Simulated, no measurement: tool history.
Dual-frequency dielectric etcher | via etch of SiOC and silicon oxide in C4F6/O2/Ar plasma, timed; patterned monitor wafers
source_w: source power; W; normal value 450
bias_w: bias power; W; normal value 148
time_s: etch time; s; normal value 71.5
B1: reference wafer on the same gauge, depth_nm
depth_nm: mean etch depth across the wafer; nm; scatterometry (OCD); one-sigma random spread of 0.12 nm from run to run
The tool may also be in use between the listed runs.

Run 1, hour 0: usual settings; B1 71. Result: depth_nm 80.5 nm.
Run 2, hour 29.2: usual settings; B1 71. Result: depth_nm 80.6 nm.
Run 3, hour 44.3: usual settings; B1 71. Result: depth_nm 80.4 nm.
At hour 44.5: gauge calibrated.
Run 4, hour 72.3: usual settings; B1 71. Result: depth_nm 80.5 nm.
Run 5, hour 85.4: usual settings; B1 71. Result: depth_nm 80.5 nm.
Run 6, hour 102.9: usual settings; B1 71.1. Result: depth_nm 80.3 nm.
Run 7, hour 121.1: usual settings but time_s 66 s; B1 71. Result: depth_nm 74.2 nm.
Run 8, hour 151.3: usual settings but time_s 66 s; B1 71. Result: depth_nm 74.1 nm.
Run 9, hour 168.1: usual settings but source_w 390 W; B1 71. Result: depth_nm 76.5 nm.
Run 10, hour 203.1: usual settings but time_s 58.5 s; B1 71. Result: depth_nm 65.7 nm.
Run 11, hour 236.2: usual settings; B1 71. Result: depth_nm 80.3 nm.
At hour 241.6: bias power generator calibrated.
Run 12, hour 265.5: usual settings but time_s 51.5 s; B1 71. Result: depth_nm 57.6 nm.
At hour 279.3: source power generator calibrated.
At hour 291.8: upper electrode replaced.
Run 13, hour 292.3: usual settings; B1 71. Result: depth_nm 81.4 nm.
At hour 325.8: wet clean of the chamber.
Run 14, hour 326.3: usual settings but source_w 550 W, bias_w 112 W; B1 71. Result: depth_nm 83.1 nm.
Run 15, hour 332.1: usual settings; B1 71. Result: depth_nm 82.2 nm.
Run 16, hour 366.4: usual settings but source_w 490 W, time_s 80.5 s; B1 71. Result: depth_nm 95.1 nm.
Run 17, hour 380.8: usual settings but bias_w 119 W; B1 71. Result: depth_nm 78.3 nm.
Run 18, hour 395.3: usual settings but time_s 90.5 s; B1 71. Result: depth_nm 103.8 nm.
Run 19, hour 427.4: usual settings but source_w 370 W, bias_w 124 W; B1 71.1. Result: depth_nm 74 nm.
Run 20, hour 446.4: usual settings but source_w 560 W, bias_w 135 W, time_s 82.5 s; B1 71. Result: depth_nm 99.4 nm.
Run 21, hour 464.7: usual settings; B1 71. Result: depth_nm 81.7 nm.
Run 22, hour 482.1: usual settings; B1 71. Result: depth_nm 81.7 nm.
Run 23, hour 499.2: usual settings; B1 71. Result: depth_nm 81.6 nm.
Run 24, hour 533.3: usual settings but source_w 360 W, bias_w 178 W, time_s 63 s; B1 71. Result: depth_nm 69.5 nm.
Run 25, hour 563.9: usual settings but source_w 490 W, time_s 79 s; B1 71. Result: depth_nm 92.2 nm.
Run 26, hour 581: usual settings but bias_w 172 W, time_s 53 s; B1 71. Result: depth_nm 62.3 nm.
Run 27, hour 606.8: usual settings but source_w 530 W, bias_w 113 W, time_s 90.5 s; B1 71. Result: depth_nm 102.9 nm.
Run 28, hour 621.1: usual settings but source_w 350 W, time_s 85.5 s; B1 71. Result: depth_nm 89.3 nm.
Run 29, hour 654: usual settings but source_w 380 W; B1 71. Result: depth_nm 76.8 nm.

Measured minus without-hidden-state, run by run (identical run-to-run variation in each term; gauge scatter may differ):
The hidden state here: etch rate over this chamber's usual, %; source power that arrives over what is set, %; bias power that arrives over what is set, %; gauge reads high (%).
run  depth_nm
  1      -1.8
  2      -1.9
  3        -2
  4        -2
  5        -2
  6        -2
  7      -1.9
  8      -2.1
  9      -2.1
 10      -1.9
 11      -2.4
 12      -1.8
 13        -1
 14      -0.2
 15      -0.3
 16      -0.4
 17      -0.4
 18      -0.6
 19      -0.5
 20      -0.8
 21      -0.7
 22      -0.8
 23      -0.8
 24      -0.8
 25      -1.2
 26      -0.9
 27      -1.6
 28      -1.4
 29      -1.3

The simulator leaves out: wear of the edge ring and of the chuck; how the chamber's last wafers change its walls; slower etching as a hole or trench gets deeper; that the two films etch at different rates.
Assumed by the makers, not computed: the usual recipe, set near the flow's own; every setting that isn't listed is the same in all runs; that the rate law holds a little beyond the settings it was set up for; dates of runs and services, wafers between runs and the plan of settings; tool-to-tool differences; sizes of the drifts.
